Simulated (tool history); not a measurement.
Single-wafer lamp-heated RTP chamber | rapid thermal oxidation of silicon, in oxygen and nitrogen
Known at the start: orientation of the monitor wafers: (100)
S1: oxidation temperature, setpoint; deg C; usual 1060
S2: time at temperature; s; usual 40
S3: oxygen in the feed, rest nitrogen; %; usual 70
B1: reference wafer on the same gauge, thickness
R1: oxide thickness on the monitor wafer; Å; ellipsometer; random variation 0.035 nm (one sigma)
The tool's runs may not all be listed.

| run | hour | S1 | S2 | S3 | B1 | R1 |
|---|---|---|---|---|---|---|
| 1 | 0.0 | 1060 | 40 | 70 | 7.857 | 71.67 |
| 2 | 8.7 | 1060 | 40 | 70 | 7.853 | 72.10 |
| 3 | 26.4 | 1060 | 40 | 53 | 7.840 | 65.88 |
| 4 | 55.3 | 1060 | 40 | 53 | 7.849 | 65.53 |
| 5 | 69.4 | 1060 | 40 | 53 | 7.847 | 66.65 |
| 6 | 83.9 | 1081 | 40 | 70 | 7.843 | 82.70 |
| 7 | 96.6 | 1081 | 40 | 70 | 7.830 | 83.34 |
| 8 | 105.0 | 1060 | 40 | 70 | 7.847 | 72.93 |
| 9 | 117.1 | 1060 | 40 | 70 | 7.843 | 72.39 |
| 10 | 130.0 | 1060 | 40 | 70 | 7.848 | 73.04 |
| 11 | 144.3 | 1060 | 40 | 70 | 7.850 | 73.27 |
| 12 | 157.3 | 1060 | 40 | 70 | 7.849 | 73.10 |
| 13 | 169.4 | 1075 | 47 | 42 | 7.849 | 72.55 |
| 14 | 178.3 | 1060 | 55 | 70 | 7.845 | 84.58 |
| 15 | 196.2 | 1084 | 47 | 52 | 7.853 | 83.31 |
| 16 | 203.0 | 1060 | 40 | 70 | 7.854 | 73.59 |
|  | 214.5 | oxygen flow controller replaced |
|  | 235.8 | gauge calibrated |
| 17 | 249.6 | 1060 | 40 | 70 | 7.842 | 73.26 |
| 18 | 266.7 | 1051 | 40 | 70 | 7.847 | 70.46 |
|  | 279.9 | pyrometer window cleaned and pyrometer calibrated |
| 19 | 282.0 | 1083 | 52 | 43 | 7.841 | 76.35 |
| 20 | 292.9 | 1060 | 27 | 70 | 7.846 | 59.26 |
| 21 | 310.8 | 1060 | 24 | 70 | 7.843 | 56.25 |
| 22 | 321.0 | 1060 | 40 | 70 | 7.837 | 70.48 |
| 23 | 329.4 | 1039 | 40 | 54 | 7.853 | 55.57 |
| 24 | 343.0 | 1077 | 30 | 54 | 7.864 | 63.54 |
| 25 | 366.3 | 1060 | 40 | 48 | 7.842 | 61.27 |

4 ways to go on from here, each from the tool as it stands after run 25. What would each give?
| A | 366.8 | 1060 | 40 | 70 | ? | ? |
| B | 366.8 | 1078 | 56 | 70 | ? | ? |
| C | 366.8 | 1035 | 25 | 56 | ? | ? |
| D | 366.8 | 1036 | 40 | 41 | ? | ? |

| run | B1 | R1 |
|---|---|---|
| A | 7.848 | 70.18 |
| B | 7.848 | 91.63 |
| C | 7.848 | 45.17 |
| D | 7.848 | 49.68 |
Without the tool's hidden state the same runs would have given:
| run | R1 |
|---|---|
| A | 69.61 |
| B | 90.89 |
| C | 44.81 |
| D | 49.27 |
